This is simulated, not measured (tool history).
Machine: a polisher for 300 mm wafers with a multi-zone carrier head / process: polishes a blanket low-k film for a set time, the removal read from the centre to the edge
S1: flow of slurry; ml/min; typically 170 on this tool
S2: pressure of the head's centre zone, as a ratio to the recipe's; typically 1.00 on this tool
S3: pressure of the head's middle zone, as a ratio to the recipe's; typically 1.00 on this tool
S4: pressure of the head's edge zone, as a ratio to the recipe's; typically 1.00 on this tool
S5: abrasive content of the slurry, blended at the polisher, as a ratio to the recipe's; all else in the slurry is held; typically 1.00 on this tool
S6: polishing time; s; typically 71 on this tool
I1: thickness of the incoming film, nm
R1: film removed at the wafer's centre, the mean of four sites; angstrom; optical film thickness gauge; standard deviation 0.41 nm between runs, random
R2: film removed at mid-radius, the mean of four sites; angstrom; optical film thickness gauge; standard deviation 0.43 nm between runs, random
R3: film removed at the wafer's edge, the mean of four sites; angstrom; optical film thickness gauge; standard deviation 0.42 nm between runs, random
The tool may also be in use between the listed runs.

Run 1, hour 0.0: usual settings but S3 1.11, S5 0.75; I1 410.2. Result: R1 233 angstrom, R2 266 angstrom, R3 237 angstrom.
At hour 14.6: worn pad replaced by a new one.
Run 2, hour 62.1: usual settings but S6 59 s; I1 411.6. Result: R1 234 angstrom, R2 233 angstrom, R3 235 angstrom.
Run 3, hour 127.5: usual settings; I1 412.2. Result: R1 278 angstrom, R2 282 angstrom, R3 279 angstrom.
Run 4, hour 169.3: usual settings; I1 404.8. Result: R1 278 angstrom, R2 274 angstrom, R3 281 angstrom.
Run 5, hour 215.0: usual settings but S1 130 ml/min, S2 1.05, S5 0.85, S6 48 s; I1 410.5. Result: R1 168 angstrom, R2 163 angstrom, R3 165 angstrom.
At hour 252.2: slurry nozzle cleaned.
Run 6, hour 427.1: usual settings; I1 404.4. Result: R1 280 angstrom, R2 286 angstrom, R3 289 angstrom.
At hour 472.1: worn pad replaced by a new one.
Run 7, hour 493.1: usual settings but S3 1.06, S6 65 s; I1 417.9. Result: R1 255 angstrom, R2 279 angstrom, R3 257 angstrom.
Run 8, hour 519.3: usual settings but S3 1.08, S4 1.11, S5 0.85; I1 402.3. Result: R1 253 angstrom, R2 276 angstrom, R3 272 angstrom.
At hour 554.8: edge zone pressure recalibrated.
Run 9, hour 555.3: usual settings; I1 412.3. Result: R1 271 angstrom, R2 279 angstrom, R3 281 angstrom.
Run 10, hour 600.7: usual settings but S1 225 ml/min; I1 408.2. Result: R1 280 angstrom, R2 293 angstrom, R3 289 angstrom.
Run 11, hour 660.2: usual settings but S1 115 ml/min, S2 0.89, S3 1.08; I1 412.1. Result: R1 223 angstrom, R2 284 angstrom, R3 274 angstrom.
At hour 705.3: slurry nozzle cleaned.
Run 12, hour 725.3: usual settings but S1 220 ml/min, S4 1.12; I1 412.7. Result: R1 289 angstrom, R2 312 angstrom, R3 318 angstrom.
Run 13, hour 795.2: usual settings but S5 1.20; I1 412.8. Result: R1 305 angstrom, R2 318 angstrom, R3 313 angstrom.
Run 14, hour 835.4: usual settings but S1 125 ml/min, S3 0.93, S6 58 s; I1 411.0. Result: R1 213 angstrom, R2 216 angstrom, R3 231 angstrom.
Run 15, hour 883.4: usual settings but S1 215 ml/min, S3 0.95; I1 407.5. Result: R1 280 angstrom, R2 283 angstrom, R3 294 angstrom.
At hour 924.6: worn pad replaced by a new one.
Run 16, hour 945.7: usual settings but S6 57 s; I1 410.8. Result: R1 218 angstrom, R2 231 angstrom, R3 230 angstrom.
Run 17, hour 995.3: usual settings but S2 0.95; I1 410.2. Result: R1 252 angstrom, R2 289 angstrom, R3 284 angstrom.
Run 18, hour 1052.5: usual settings but S4 0.90, S5 1.20, S6 94 s; I1 414.2. Result: R1 377 angstrom, R2 413 angstrom, R3 389 angstrom.
At hour 1103.3: carrier head's membrane replaced by a new one.
Run 19, hour 1138.3: usual settings but S3 1.07; I1 405.4. Result: R1 253 angstrom, R2 299 angstrom, R3 287 angstrom.
Run 20, hour 1182.8: usual settings; I1 407.7. Result: R1 251 angstrom, R2 277 angstrom, R3 277 angstrom.
Run 21, hour 1218.5: usual settings; I1 416.3. Result: R1 257 angstrom, R2 284 angstrom, R3 284 angstrom.

Alternative continuations, all from the tool just after run 21; predict every row:
Run A, hour 1218.9: usual settings; I1 409.2. Result: R1 ?, R2 ?, R3 ?.
Run B, hour 1218.9: usual settings but S1 195 ml/min, S3 0.88, S4 0.97, S6 94 s; I1 409.2. Result: R1 ?, R2 ?, R3 ?.
Run C, hour 1218.9: usual settings but S1 205 ml/min, S6 85 s; I1 409.2. Result: R1 ?, R2 ?, R3 ?.
Run D, hour 1218.9: usual settings but S6 91 s; I1 409.2. Result: R1 ?, R2 ?, R3 ?.
Run E, hour 1218.9: usual settings but S1 130 ml/min, S4 1.06, S5 1.25, S6 54 s; I1 409.2. Result: R1 ?, R2 ?, R3 ?.

run   R1   R2   R3
  A  256  284  272
  B  346  345  361
  C  316  350  332
  D  328  365  349
  E  209  233  232
Without the tool's unlogged condition, the same runs would have read:
run   R1   R2   R3
  A  302  302  284
  B  407  365  375
  C  370  369  345
  D  388  387  364
  E  249  250  244
